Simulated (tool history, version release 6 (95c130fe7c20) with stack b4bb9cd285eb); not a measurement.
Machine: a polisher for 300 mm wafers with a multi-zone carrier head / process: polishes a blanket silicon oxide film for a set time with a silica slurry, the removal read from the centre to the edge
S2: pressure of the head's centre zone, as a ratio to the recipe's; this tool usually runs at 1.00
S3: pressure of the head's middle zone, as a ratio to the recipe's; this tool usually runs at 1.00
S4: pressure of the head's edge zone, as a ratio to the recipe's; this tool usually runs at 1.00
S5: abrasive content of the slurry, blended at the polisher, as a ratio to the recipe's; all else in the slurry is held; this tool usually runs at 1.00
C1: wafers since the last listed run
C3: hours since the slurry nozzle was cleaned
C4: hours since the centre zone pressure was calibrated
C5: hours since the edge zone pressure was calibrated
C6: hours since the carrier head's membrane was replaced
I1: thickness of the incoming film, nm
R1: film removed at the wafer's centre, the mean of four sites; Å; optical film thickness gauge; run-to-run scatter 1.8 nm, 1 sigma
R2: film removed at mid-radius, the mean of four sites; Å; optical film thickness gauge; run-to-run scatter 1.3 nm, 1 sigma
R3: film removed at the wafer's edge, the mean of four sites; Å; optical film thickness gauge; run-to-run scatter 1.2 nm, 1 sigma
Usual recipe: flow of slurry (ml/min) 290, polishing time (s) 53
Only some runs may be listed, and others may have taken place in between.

Run 1, hour 0.0: usual settings but flow of slurry (ml/min) 325; C1 0; wafers polished on this pad 757; C3 281.0; C4 344.9; C5 752.4; C6 968.0; I1 1631.0. Result: R1 1665 Å, R2 1659 Å, R3 1707 Å.
Run 2, hour 10.7: usual settings but S4 1.04; C1 85; wafers polished on this pad 843; C3 291.7; C4 355.6; C5 763.1; C6 978.7; I1 1614.7. Result: R1 1647 Å, R2 1637 Å, R3 1701 Å.
Run 3, hour 18.7: usual settings but S4 1.04; C1 63; wafers polished on this pad 907; C3 299.7; C4 363.6; C5 771.1; C6 986.7; I1 1643.1. Result: R1 1595 Å, R2 1633 Å, R3 1694 Å.
At hour 25.6: worn pad replaced by a new one.
Run 4, hour 30.1: usual settings; C1 59; wafers polished on this pad 36; C3 311.1; C4 375.0; C5 782.5; C6 998.1; I1 1614.6. Result: R1 1606 Å, R2 1626 Å, R3 1626 Å.
Run 5, hour 38.7: usual settings; C1 68; wafers polished on this pad 104; C3 319.7; C4 383.6; C5 791.1; C6 1006.7; I1 1626.9. Result: R1 1621 Å, R2 1613 Å, R3 1646 Å.
Run 6, hour 54.9: usual settings but flow of slurry (ml/min) 215, S3 0.96; C1 129; wafers polished on this pad 234; C3 335.9; C4 399.8; C5 807.3; C6 1022.9; I1 1629.4. Result: R1 1475 Å, R2 1448 Å, R3 1577 Å.
Run 7, hour 69.6: usual settings but flow of slurry (ml/min) 215, S3 0.96; C1 117; wafers polished on this pad 351; C3 350.6; C4 414.5; C5 822.0; C6 1037.6; I1 1648.0. Result: R1 1479 Å, R2 1459 Å, R3 1575 Å.
Run 8, hour 81.6: usual settings but flow of slurry (ml/min) 215, S3 0.96; C1 95; wafers polished on this pad 447; C3 362.6; C4 426.5; C5 834.0; C6 1049.6; I1 1604.3. Result: R1 1475 Å, R2 1444 Å, R3 1569 Å.
At hour 87.3: edge zone pressure recalibrated.
Run 9, hour 93.9: usual settings but S3 0.92; C1 82; wafers polished on this pad 529; C3 374.9; C4 438.8; C5 6.6; C6 1061.9; I1 1628.7. Result: R1 1598 Å, R2 1498 Å, R3 1640 Å.
Run 10, hour 109.9: usual settings but flow of slurry (ml/min) 330, S2 0.92, S5 0.80; C1 127; wafers polished on this pad 657; C3 390.9; C4 454.8; C5 22.6; C6 1077.9; I1 1639.0. Result: R1 1310 Å, R2 1435 Å, R3 1448 Å.
Run 11, hour 116.7: usual settings but polishing time (s) 58; C1 54; wafers polished on this pad 711; C3 397.7; C4 461.6; C5 29.4; C6 1084.7; I1 1628.8. Result: R1 1758 Å, R2 1772 Å, R3 1805 Å.
Run 12, hour 131.9: usual settings but S2 0.92, S4 0.92, S5 0.75, polishing time (s) 48; C1 121; wafers polished on this pad 833; C3 412.9; C4 476.8; C5 44.6; C6 1099.9; I1 1644.3. Result: R1 1095 Å, R2 1211 Å, R3 1172 Å.
At hour 137.1: slurry nozzle cleaned.
Run 13, hour 148.5: usual settings but flow of slurry (ml/min) 330, S5 0.75; C1 124; wafers polished on this pad 957; C3 11.4; C4 493.4; C5 61.2; C6 1116.5; I1 1628.1. Result: R1 1483 Å, R2 1466 Å, R3 1468 Å.
At hour 152.9: worn pad replaced by a new one.
At hour 154.2: carrier head's membrane replaced by a new one.
Run 14, hour 157.2: usual settings; C1 27; wafers polished on this pad 23; C3 20.1; C4 502.1; C5 69.9; C6 3.0; I1 1601.0. Result: R1 1773 Å, R2 1756 Å, R3 1751 Å.
At hour 200.5: centre zone pressure recalibrated.
Run 15, hour 209.8: usual settings but flow of slurry (ml/min) 390, S3 1.04, S4 0.92, polishing time (s) 64; C1 404; wafers polished on this pad 428; C3 72.7; C4 9.3; C5 122.5; C6 55.6; I1 1621.5. Result: R1 2188 Å, R2 2236 Å, R3 2068 Å.
Run 16, hour 223.0: usual settings; C1 105; wafers polished on this pad 533; C3 85.9; C4 22.5; C5 135.7; C6 68.8; I1 1634.1. Result: R1 1714 Å, R2 1714 Å, R3 1704 Å.
Run 17, hour 235.7: usual settings; C1 101; wafers polished on this pad 634; C3 98.6; C4 35.2; C5 148.4; C6 81.5; I1 1655.1. Result: R1 1756 Å, R2 1709 Å, R3 1711 Å.
Run 18, hour 250.0: usual settings but S4 1.03, S5 0.80; C1 114; wafers polished on this pad 749; C3 112.9; C4 49.5; C5 162.7; C6 95.8; I1 1633.6. Result: R1 1467 Å, R2 1462 Å, R3 1508 Å.
Run 19, hour 258.0: usual settings but flow of slurry (ml/min) 215, S3 0.96; C1 63; wafers polished on this pad 813; C3 120.9; C4 57.5; C5 170.7; C6 103.8; I1 1627.2. Result: R1 1597 Å, R2 1561 Å, R3 1642 Å.

Forecast each of these 3 alternatives for the next run:
Run A, hour 258.4: usual settings; C1 3; wafers polished on this pad 816; C3 121.3; C4 57.9; C5 171.1; C6 104.2; I1 1660.0. Result: R1 ?, R2 ?, R3 ?.
Run B, hour 258.4: usual settings but S4 0.97, S5 0.85, polishing time (s) 40; C1 3; wafers polished on this pad 816; C3 121.3; C4 57.9; C5 171.1; C6 104.2; I1 1660.0. Result: R1 ?, R2 ?, R3 ?.
Run C, hour 258.4: usual settings but S5 0.70; C1 3; wafers polished on this pad 816; C3 121.3; C4 57.9; C5 171.1; C6 104.2; I1 1660.0. Result: R1 ?, R2 ?, R3 ?.

run    R1    R2    R3
  A  1715  1712  1713
  B  1168  1166  1149
  C  1335  1332  1333
Stripped of hidden state, with their random variation kept, the same runs would have yielded:
run    R1    R2    R3
  A  1803  1791  1772
  B  1227  1219  1189
  C  1403  1394  1379

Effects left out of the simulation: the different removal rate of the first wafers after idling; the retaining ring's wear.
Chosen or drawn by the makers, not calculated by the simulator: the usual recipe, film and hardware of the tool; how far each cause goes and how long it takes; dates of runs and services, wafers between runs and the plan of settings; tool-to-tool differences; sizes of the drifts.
